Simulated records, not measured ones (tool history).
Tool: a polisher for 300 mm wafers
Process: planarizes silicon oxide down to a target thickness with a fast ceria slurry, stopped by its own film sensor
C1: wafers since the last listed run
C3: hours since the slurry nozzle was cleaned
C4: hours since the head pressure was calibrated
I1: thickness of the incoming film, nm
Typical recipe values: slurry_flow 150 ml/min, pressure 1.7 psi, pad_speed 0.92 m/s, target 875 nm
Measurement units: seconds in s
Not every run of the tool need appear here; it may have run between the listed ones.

run 1 hour=0 | slurry_flow=150 pressure=1.7 pad_speed=0.92 target=875 | C1=0 wafers_polished_on_this_pad=2089 C3=518.1 C4=60.5 | I1=1645 | seconds=108.3
-- hour=46.2 worn pad replaced by a new one
run 2 hour=80.1 | slurry_flow=150 pressure=1.7 pad_speed=0.92 target=875 | C1=626 wafers_polished_on_this_pad=278 C3=598.2 C4=140.6 | I1=1633.2 | seconds=103.2
run 3 hour=139.4 | slurry_flow=150 pressure=1.5 pad_speed=0.92 target=875 | C1=488 wafers_polished_on_this_pad=767 C3=657.5 C4=199.9 | I1=1676.4 | seconds=122.9
run 4 hour=184.1 | slurry_flow=150 pressure=1.5 pad_speed=0.92 target=875 | C1=368 wafers_polished_on_this_pad=1135 C3=702.2 C4=244.6 | I1=1645.8 | seconds=122.3
-- hour=234.9 slurry nozzle cleaned
run 5 hour=249.5 | slurry_flow=150 pressure=1.7 pad_speed=0.92 target=875 | C1=530 wafers_polished_on_this_pad=1665 C3=14.6 C4=310 | I1=1673.4 | seconds=114.2
run 6 hour=302.7 | slurry_flow=150 pressure=1.7 pad_speed=0.92 target=875 | C1=438 wafers_polished_on_this_pad=2103 C3=67.8 C4=363.2 | I1=1657.3 | seconds=116.8
-- hour=343.3 worn pad replaced by a new one
run 7 hour=379.2 | slurry_flow=150 pressure=1.7 pad_speed=0.92 target=1042 | C1=597 wafers_polished_on_this_pad=295 C3=144.3 C4=439.7 | I1=1659.7 | seconds=82.9
run 8 hour=431.5 | slurry_flow=150 pressure=1.7 pad_speed=0.92 target=875 | C1=430 wafers_polished_on_this_pad=726 C3=196.6 C4=492 | I1=1643.2 | seconds=103.1
run 9 hour=528.2 | slurry_flow=150 pressure=1.7 pad_speed=0.92 target=875 | C1=796 wafers_polished_on_this_pad=1522 C3=293.3 C4=588.7 | I1=1664.2 | seconds=109.4
run 10 hour=576.8 | slurry_flow=150 pressure=1.7 pad_speed=0.92 target=875 | C1=400 wafers_polished_on_this_pad=1922 C3=341.9 C4=637.3 | I1=1637.9 | seconds=108.7
-- hour=681.4 worn pad replaced by a new one
run 11 hour=700.7 | slurry_flow=150 pressure=1.5 pad_speed=0.92 target=875 | C1=987 wafers_polished_on_this_pad=158 C3=465.8 C4=761.2 | I1=1637.9 | seconds=121.6
-- hour=788.9 head pressure recalibrated
run 12 hour=791.5 | slurry_flow=150 pressure=1.7 pad_speed=0.92 target=875 | C1=731 wafers_polished_on_this_pad=890 C3=556.6 C4=2.6 | I1=1649 | seconds=110.4
run 13 hour=850.3 | slurry_flow=150 pressure=1.2 pad_speed=1.02 target=690 | C1=484 wafers_polished_on_this_pad=1374 C3=615.4 C4=61.4 | I1=1635.6 | seconds=176.2
-- hour=1057.5 worn pad replaced by a new one, of another model than before
-- hour=1127.1 slurry nozzle cleaned
run 14 hour=1143.9 | slurry_flow=135 pressure=1.4 pad_speed=1.12 target=946 | C1=2376 wafers_polished_on_this_pad=703 C3=16.8 C4=355 | I1=1630.9 | seconds=99.2
run 15 hour=1230.6 | slurry_flow=185 pressure=1.3 pad_speed=0.8 target=755 | C1=713 wafers_polished_on_this_pad=1417 C3=103.5 C4=441.7 | I1=1645.7 | seconds=151.8
run 16 hour=1301 | slurry_flow=150 pressure=1.7 pad_speed=1.08 target=1145 | C1=579 wafers_polished_on_this_pad=1996 C3=173.9 C4=512.1 | I1=1657.5 | seconds=68.2
run 17 hour=1393.5 | slurry_flow=195 pressure=1.7 pad_speed=0.92 target=875 | C1=761 wafers_polished_on_this_pad=2758 C3=266.4 C4=604.6 | I1=1659.2 | seconds=117.3
-- hour=1414.3 worn pad replaced by a new one
run 18 hour=1436.8 | slurry_flow=200 pressure=2 pad_speed=0.92 target=875 | C1=323 wafers_polished_on_this_pad=185 C3=309.7 C4=647.9 | I1=1670.1 | seconds=97.9
run 19 hour=1503.1 | slurry_flow=150 pressure=1.5 pad_speed=0.92 target=875 | C1=545 wafers_polished_on_this_pad=731 C3=376 C4=714.2 | I1=1648.8 | seconds=113
run 20 hour=1663.8 | slurry_flow=150 pressure=2 pad_speed=0.92 target=875 | C1=1323 wafers_polished_on_this_pad=2054 C3=536.7 C4=874.9 | I1=1640.5 | seconds=101.9
run 21 hour=1740 | slurry_flow=150 pressure=2.2 pad_speed=0.82 target=875 | C1=627 wafers_polished_on_this_pad=2682 C3=612.9 C4=951.1 | I1=1636.6 | seconds=102.5

3 ways to go on from here, each from the tool as it stands after run 21. What would each give?
run A hour=1740.5 | slurry_flow=150 pressure=1.7 pad_speed=0.8 target=875 | C1=4 wafers_polished_on_this_pad=2686 C3=613.4 C4=951.6 | I1=1637.7 | seconds=?
run B hour=1740.5 | slurry_flow=150 pressure=1.7 pad_speed=0.92 target=710 | C1=4 wafers_polished_on_this_pad=2686 C3=613.4 C4=951.6 | I1=1637.7 | seconds=?
run C hour=1740.5 | slurry_flow=185 pressure=1.7 pad_speed=1.22 target=682 | C1=4 wafers_polished_on_this_pad=2686 C3=613.4 C4=951.6 | I1=1637.7 | seconds=?

run=A seconds=125.8
run=B seconds=142.8
run=C seconds=122.9
With the hidden condition removed and each run's random variation left untouched, the same runs would have given:
run=A seconds=111.7
run=B seconds=126.7
run=C seconds=109.1

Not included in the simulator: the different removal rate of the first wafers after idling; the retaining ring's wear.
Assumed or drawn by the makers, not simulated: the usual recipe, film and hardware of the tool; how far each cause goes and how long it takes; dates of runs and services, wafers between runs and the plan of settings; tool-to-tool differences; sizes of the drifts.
